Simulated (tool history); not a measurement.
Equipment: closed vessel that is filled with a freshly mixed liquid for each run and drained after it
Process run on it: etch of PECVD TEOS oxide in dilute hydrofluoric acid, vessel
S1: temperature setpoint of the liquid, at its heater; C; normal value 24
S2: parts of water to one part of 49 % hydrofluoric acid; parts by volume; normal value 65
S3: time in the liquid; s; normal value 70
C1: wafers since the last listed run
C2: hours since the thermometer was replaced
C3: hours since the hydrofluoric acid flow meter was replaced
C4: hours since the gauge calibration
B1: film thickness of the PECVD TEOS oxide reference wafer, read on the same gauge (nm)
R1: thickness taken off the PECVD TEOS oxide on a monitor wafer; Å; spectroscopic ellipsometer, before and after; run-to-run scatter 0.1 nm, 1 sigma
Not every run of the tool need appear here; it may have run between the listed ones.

run   hour    S1  S2   S3    C1     C2     C3     C4      B1     R1
  1      0    24  45   70     0  538.3  526.1  284.5  140.01  267.4
  2   17.8    24  45   70  2225  556.1  543.9  302.3  140.05  268.3
  3   44.6    24  45   70  3350  582.9  570.7  329.1  140.01  267.3
  4   75.6  20.5  65   70  3875  613.9  601.7  360.1  139.96  157.3
  5  100.1  25.5  45   70  3062  638.4  626.2  384.6  140.03  287.1
  6  130.9  25.5  45   70  3850  669.2    657  415.4  139.98  283.5
  7  145.2  25.5  45   70  1787  683.5  671.3  429.7  140.05  287.7
  8  162.2    24  65   70  2125  700.5  688.3  446.7  139.99  182.6
     196.5  -- thermometer replaced
  9    198    24  65   70  4350    1.5  724.1  482.5  139.98  172.3
 10    211    20  85   40  1625   14.5  737.1  495.5  140.02     63
     215.3  -- gauge calibrated
 11  235.9  20.5  65   70  3112   39.4    762   20.6  139.98  150.1
     237.1  -- hydrofluoric acid flow meter replaced
 12    266    24  80   70  3637   69.5   28.9   50.7  139.97  138.9
 13  289.5    24  65  105  2937     93   52.4   74.2  140.04  261.1

The next listed run, before its measurement:
 14  312.9  24  65  70  2925  116.4  75.8  97.6   ?   ?

B1: 140.03
R1: 174.9 Å
Without the tool's hidden state the same run would have given R1 173.2 Å.
